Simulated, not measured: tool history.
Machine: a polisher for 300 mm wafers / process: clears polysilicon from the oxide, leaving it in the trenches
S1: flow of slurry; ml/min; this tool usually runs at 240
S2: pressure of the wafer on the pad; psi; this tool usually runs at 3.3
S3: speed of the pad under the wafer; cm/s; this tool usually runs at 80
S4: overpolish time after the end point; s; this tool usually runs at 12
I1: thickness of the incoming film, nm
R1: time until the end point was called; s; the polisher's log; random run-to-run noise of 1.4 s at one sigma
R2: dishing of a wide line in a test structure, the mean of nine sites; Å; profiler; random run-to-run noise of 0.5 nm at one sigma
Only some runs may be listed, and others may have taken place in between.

run	hour	S1	S2	S3	S4	I1	R1	R2
1	0	240	3.3	80	12	798.1	70.4	435
2	56	190	3.3	80	12	801.8	77	442
# hour 133.3: worn pad replaced by a new one
3	146.9	190	3.3	80	12	792.8	73.8	428
4	242.3	190	3.3	80	12	794.5	77.8	444
5	294	240	3.3	66	12	783.2	95.5	415
# hour 363.3: worn pad replaced by a new one
6	378.6	240	3.3	66	12	785.2	89.2	420
# hour 411.3: slurry nozzle cleaned
7	423.2	240	4.1	66	12	790.8	70	445
8	490.6	175	3.3	80	12	792.3	77.6	436
9	580.6	240	3.3	80	12	793	79.7	438
# hour 595.8: worn pad replaced by a new one
10	661.3	240	3.3	80	12	787.6	72	430
# hour 677.6: head pressure recalibrated
11	724	160	2.3	72	8	799	133.9	310
# hour 789.9: worn pad replaced by a new one
12	790.4	240	4.3	80	17	792.1	57.1	462
# hour 826.6: slurry nozzle cleaned
13	859	240	3.3	80	12	790.8	71.5	439
14	951.9	160	4.3	80	12	783.7	60.2	451
# hour 999.1: worn pad replaced by a new one
15	1015.7	240	3.3	54	16	798.2	101	445
16	1062.1	315	3.8	72	7	792.4	65.6	393

Give the tool's hidden conditions for every run:
deviation of the head's pressure from its setpoint, %: 0 on each run
H1: removal rate lost through wear of the pad, %
H2: slurry flow missing at the pad, %
run	H1	H2
1	1.13	1.73
2	3.67	3.86
3	0.764	10.2
4	3.87	20.5
5	7.58	27.7
6	0.282	42
7	1.17	5.16
8	4.53	6.46
9	12.8	11.2
10	2.63	18.3
11	5.86	25.8
12	0.303	35.5
13	1.57	1.28
14	7.28	4.38
15	1.42	8.62
16	2.41	12.8

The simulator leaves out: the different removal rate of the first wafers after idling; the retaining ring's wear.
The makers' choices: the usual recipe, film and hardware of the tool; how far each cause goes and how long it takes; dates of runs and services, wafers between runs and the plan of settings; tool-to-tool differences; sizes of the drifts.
